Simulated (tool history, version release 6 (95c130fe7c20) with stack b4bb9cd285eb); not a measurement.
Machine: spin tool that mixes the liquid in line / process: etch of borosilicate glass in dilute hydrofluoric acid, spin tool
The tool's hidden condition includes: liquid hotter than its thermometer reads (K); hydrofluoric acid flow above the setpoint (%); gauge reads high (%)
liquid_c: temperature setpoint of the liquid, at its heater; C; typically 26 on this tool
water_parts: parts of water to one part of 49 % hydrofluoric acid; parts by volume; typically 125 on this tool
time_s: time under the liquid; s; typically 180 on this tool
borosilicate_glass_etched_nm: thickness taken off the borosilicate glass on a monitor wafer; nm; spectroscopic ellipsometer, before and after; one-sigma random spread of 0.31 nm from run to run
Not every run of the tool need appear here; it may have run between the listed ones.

run	hour	liquid_c	water_parts	time_s	wafers since the last listed run	hours since the thermometer was replaced	hours since the hydrofluoric acid flow meter was replaced	hours since the gauge calibration	read-back film thickness of the borosilicate glass reference wafer, read on the same gauge (nm)	borosilicate_glass_etched_nm
1	0	26	125	180	0	1064.2	815.8	756.7	150.02	45.92
2	31	26	125	180	177	1095.2	846.8	787.7	150.03	46.02
3	44.6	25	125	180	77	1108.8	860.4	801.3	149.97	43.66
4	67.3	25	125	180	130	1131.5	883.1	824	150	44.08
5	94.9	26	125	250	158	1159.1	910.7	851.6	150.02	64.34
6	113.5	26	155	180	106	1177.7	929.3	870.2	150.01	35.79
7	130.6	26	155	180	98	1194.8	946.4	887.3	149.97	35.87
8	161	26	125	180	174	1225.2	976.8	917.7	149.98	46.33
9	189.9	26	125	180	165	1254.1	1005.7	946.6	150.01	46.25
10	217.9	26	125	135	160	1282.1	1033.7	974.6	150.01	35.56
11	230.1	26	125	180	69	1294.3	1045.9	986.8	150	46.8
# hour 244.9: gauge calibrated
12	255.3	26	125	180	144	1319.5	1071.1	10.4	149.94	46.74
13	283.9	26	125	180	163	1348.1	1099.7	39	150.01	46.71
14	299.8	26	125	180	91	1364	1115.6	54.9	150	46.83
15	312	29.5	170	180	69	1376.2	1127.8	67.1	149.97	37.61
16	347.1	22.5	70	180	201	1411.3	1162.9	102.2	150	77.45
17	378.5	30	125	110	180	1442.7	1194.3	133.6	150.01	33.69
18	399.2	29.5	145	80	118	1463.4	1215	154.3	150	20.3
19	426.3	22	175	180	155	1490.5	1242.1	181.4	150.01	27.43
20	500.6	24	125	95	425	1564.8	1316.4	255.7	150.01	23.5
21	595	26	125	260	541	1659.2	1410.8	350.1	150.01	69.27
22	617.2	26	145	220	127	1681.4	1433	372.3	149.97	49.36
# hour 637.8: thermometer replaced
23	645.5	29	145	70	156	7.7	1461.3	400.6	149.99	17.67
# hour 651: hydrofluoric acid flow meter replaced
24	664.6	26	125	180	103	26.8	13.6	419.7	150.05	42.85
25	688.9	26	125	180	139	51.1	37.9	444	150.01	42.4
26	722.9	29	85	115	194	85.1	71.9	478	149.98	47.83
27	754.7	22	170	95	182	116.9	103.7	509.8	150	13.78
28	788.1	29	80	115	191	150.3	137.1	543.2	150	51.36
29	811.4	26	125	135	133	173.6	160.4	566.5	150.05	32.54
30	844.8	30.5	85	125	191	207	193.8	599.9	149.98	55.76
31	874.9	26	125	180	172	237.1	223.9	630	150.01	43.84
32	900.7	29	105	180	147	262.9	249.7	655.8	150.01	60.11

Across each entry between runs, compare the hidden state at the last listed run before it with the hidden state at the first listed run after it:
In the gap between runs 11 and 12: gauge calibrated (hour 244.9)
  hydrofluoric acid flow above the setpoint (%): 9.44 -> 9.63
  measured value less the no-hidden-state value, borosilicate_glass_etched_nm: +4.61 -> +4.69 nm
In the gap between runs 22 and 23: thermometer replaced (hour 637.8)
  hydrofluoric acid flow above the setpoint (%): 12.4 -> 12.6
  measured value less the no-hidden-state value, borosilicate_glass_etched_nm: +6.28 -> +2.31 nm
In the gap between runs 23 and 24: hydrofluoric acid flow meter replaced (hour 651)
  hydrofluoric acid flow above the setpoint (%): 12.6 -> 1.74
  measured value less the no-hidden-state value, borosilicate_glass_etched_nm: +2.31 -> +0.85 nm
